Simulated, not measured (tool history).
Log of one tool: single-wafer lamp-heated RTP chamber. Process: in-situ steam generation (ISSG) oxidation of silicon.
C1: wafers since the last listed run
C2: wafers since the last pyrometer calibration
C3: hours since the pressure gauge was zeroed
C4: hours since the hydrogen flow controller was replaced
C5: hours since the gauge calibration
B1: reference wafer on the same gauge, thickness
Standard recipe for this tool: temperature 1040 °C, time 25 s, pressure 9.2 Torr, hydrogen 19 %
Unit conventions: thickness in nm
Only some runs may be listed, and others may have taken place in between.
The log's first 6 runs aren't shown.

{"run": 7, "hour": 136.0, "temperature": 1040, "time": 25, "pressure": 9.2, "hydrogen": 19, "C1": 220, "C2": 2720, "C3": 3058.9, "C4": 2564.4, "C5": 697.7, "B1": 7.109, "thickness": 7.005}
{"run": 8, "hour": 167.8, "temperature": 1040, "time": 25, "pressure": 9.2, "hydrogen": 19, "C1": 257, "C2": 2978, "C3": 3090.7, "C4": 2596.2, "C5": 729.5, "B1": 7.111, "thickness": 7.032}
{"hour": 178.1, "done": "hydrogen flow controller replaced"}
{"hour": 181.3, "done": "pyrometer window cleaned and pyrometer calibrated"}
{"run": 9, "hour": 190.6, "temperature": 1040, "time": 25, "pressure": 9.2, "hydrogen": 19, "C1": 94, "C2": 75, "C3": 3113.5, "C4": 12.5, "C5": 752.3, "B1": 7.109, "thickness": 6.891}
{"run": 10, "hour": 218.6, "temperature": 1040, "time": 25, "pressure": 9.2, "hydrogen": 19, "C1": 227, "C2": 302, "C3": 3141.5, "C4": 40.5, "C5": 780.3, "B1": 7.111, "thickness": 6.909}
{"run": 11, "hour": 241.6, "temperature": 1040, "time": 25, "pressure": 9.2, "hydrogen": 19, "C1": 186, "C2": 489, "C3": 3164.5, "C4": 63.5, "C5": 803.3, "B1": 7.108, "thickness": 6.951}
{"run": 12, "hour": 275.7, "temperature": 1040, "time": 25, "pressure": 9.2, "hydrogen": 11, "C1": 276, "C2": 766, "C3": 3198.6, "C4": 97.6, "C5": 837.4, "B1": 7.112, "thickness": 6.203}
{"run": 13, "hour": 305.7, "temperature": 1040, "time": 25, "pressure": 9.2, "hydrogen": 19, "C1": 243, "C2": 1009, "C3": 3228.6, "C4": 127.6, "C5": 867.4, "B1": 7.111, "thickness": 6.959}
{"run": 14, "hour": 336.3, "temperature": 1040, "time": 28, "pressure": 9.2, "hydrogen": 12, "C1": 248, "C2": 1257, "C3": 3259.2, "C4": 158.2, "C5": 898.0, "B1": 7.106, "thickness": 6.74}
{"run": 15, "hour": 354.4, "temperature": 1040, "time": 25, "pressure": 9.2, "hydrogen": 19, "C1": 146, "C2": 1404, "C3": 3277.3, "C4": 176.3, "C5": 916.1, "B1": 7.111, "thickness": 6.978}
{"run": 16, "hour": 367.2, "temperature": 1040, "time": 25, "pressure": 10.2, "hydrogen": 19, "C1": 103, "C2": 1508, "C3": 3290.1, "C4": 189.1, "C5": 928.9, "B1": 7.111, "thickness": 6.897}
{"run": 17, "hour": 382.8, "temperature": 1033, "time": 17, "pressure": 9.2, "hydrogen": 19, "C1": 126, "C2": 1635, "C3": 3305.7, "C4": 204.7, "C5": 944.5, "B1": 7.112, "thickness": 5.517}
{"run": 18, "hour": 407.8, "temperature": 1056, "time": 25, "pressure": 8.5, "hydrogen": 23, "C1": 202, "C2": 1837, "C3": 3330.7, "C4": 229.7, "C5": 969.5, "B1": 7.111, "thickness": 8.048}
{"run": 19, "hour": 431.8, "temperature": 1059, "time": 25, "pressure": 9.2, "hydrogen": 19, "C1": 194, "C2": 2032, "C3": 3354.7, "C4": 253.7, "C5": 993.5, "B1": 7.11, "thickness": 7.773}
{"run": 20, "hour": 449.6, "temperature": 1040, "time": 25, "pressure": 9.2, "hydrogen": 19, "C1": 144, "C2": 2176, "C3": 3372.5, "C4": 271.5, "C5": 1011.3, "B1": 7.107, "thickness": 6.983}

For run 21, what comes out?
{"run": 21, "hour": 468.2, "temperature": 1040, "time": 25, "pressure": 9.2, "hydrogen": 19, "C1": 150, "C2": 2327, "C3": 3391.1, "C4": 290.1, "C5": 1029.9, "B1": "?", "thickness": "?"}

Run 21 gave B1 7.108, thickness 7.008 nm.
Without the tool's hidden state the same run would have given thickness 6.904 nm.
